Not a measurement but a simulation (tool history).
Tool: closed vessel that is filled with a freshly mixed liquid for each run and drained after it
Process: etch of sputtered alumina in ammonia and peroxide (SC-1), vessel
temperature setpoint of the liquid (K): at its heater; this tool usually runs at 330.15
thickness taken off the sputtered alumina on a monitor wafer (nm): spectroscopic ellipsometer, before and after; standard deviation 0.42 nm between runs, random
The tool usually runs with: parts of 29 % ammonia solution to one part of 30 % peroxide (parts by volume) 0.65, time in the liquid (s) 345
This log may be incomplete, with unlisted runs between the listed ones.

run,hour,temperature setpoint of the liquid (K),parts of 29 % ammonia solution to one part of 30 % peroxide (parts by volume),time in the liquid (s),wafers since the last listed run,hours since the thermometer was replaced,hours since the ammonia flow meter was replaced,hours since the drum of ammonia solution was connected,hours since the gauge calibration,"read-back film thickness of the sputtered alumina reference wafer, read on the same gauge (nm)",thickness taken off the sputtered alumina on a monitor wafer (nm)
1,0.0,330.15,0.65,345,0,2075.9,1480.0,391.3,169.1,70.00,48.36
# hour 1.3: gauge calibrated
2,9.7,330.15,0.65,345,685,2085.6,1489.7,401.0,8.4,70.02,47.96
3,23.3,330.15,0.65,345,960,2099.2,1503.3,414.6,22.0,70.00,48.38
4,41.2,330.15,0.40,345,1264,2117.1,1521.2,432.5,39.9,70.02,45.51
5,58.8,330.15,0.65,345,1243,2134.7,1538.8,450.1,57.5,70.00,47.56
6,75.0,330.15,0.65,345,1144,2150.9,1555.0,466.3,73.7,70.02,48.04
7,90.2,330.15,0.65,470,1073,2166.1,1570.2,481.5,88.9,70.00,65.49
8,98.5,330.15,0.65,470,586,2174.4,1578.5,489.8,97.2,69.98,65.22
# hour 102.3: thermometer replaced
9,112.8,330.15,0.65,345,939,10.5,1592.8,504.1,111.5,69.97,48.82
# hour 118.9: new drum of ammonia solution connected
10,125.1,330.15,0.65,345,798,22.8,1605.1,6.2,123.8,69.95,48.01
11,140.2,333.15,0.90,545,1066,37.9,1620.2,21.3,138.9,70.04,91.48
12,153.6,330.15,0.65,345,946,51.3,1633.6,34.7,152.3,69.97,47.54
# hour 165.0: ammonia flow meter replaced
# hour 165.0: gauge calibrated
13,168.2,330.15,0.65,345,960,65.9,3.2,49.3,3.2,69.99,47.81
14,183.1,339.15,0.50,345,1052,80.8,18.1,64.2,18.1,70.00,74.47
15,199.7,330.15,0.65,345,1172,97.4,34.7,80.8,34.7,69.99,48.13
16,214.7,330.15,0.65,470,1059,112.4,49.7,95.8,49.7,69.96,65.28
17,231.3,330.15,0.45,345,1172,129.0,66.3,112.4,66.3,70.02,46.32
18,280.9,330.15,0.85,345,3503,178.6,115.9,162.0,115.9,70.00,48.69
19,298.4,323.15,0.50,170,1236,196.1,133.4,179.5,133.4,69.98,15.67
20,305.1,336.65,0.65,345,473,202.8,140.1,186.2,140.1,70.01,67.04
21,312.0,336.15,0.65,345,487,209.7,147.0,193.1,147.0,69.98,65.78

Alternative continuations, all from the tool just after run 21; predict every row:
A,312.7,330.15,0.65,345,49,210.4,147.7,193.8,147.7,?,?
B,312.7,325.65,0.45,345,49,210.4,147.7,193.8,147.7,?,?
C,312.7,336.15,0.35,470,49,210.4,147.7,193.8,147.7,?,?
D,312.7,336.15,0.55,510,49,210.4,147.7,193.8,147.7,?,?
E,312.7,324.65,0.65,345,49,210.4,147.7,193.8,147.7,?,?

run,"read-back film thickness of the sputtered alumina reference wafer, read on the same gauge (nm)",thickness taken off the sputtered alumina on a monitor wafer (nm)
A,69.99,47.42
B,69.99,36.05
C,69.99,82.91
D,69.99,93.89
E,69.99,35.35
With the hidden condition removed and each run's random variation left untouched, the same runs would have given:
run,thickness taken off the sputtered alumina on a monitor wafer (nm)
A,47.42
B,36.05
C,82.91
D,93.89
E,35.35
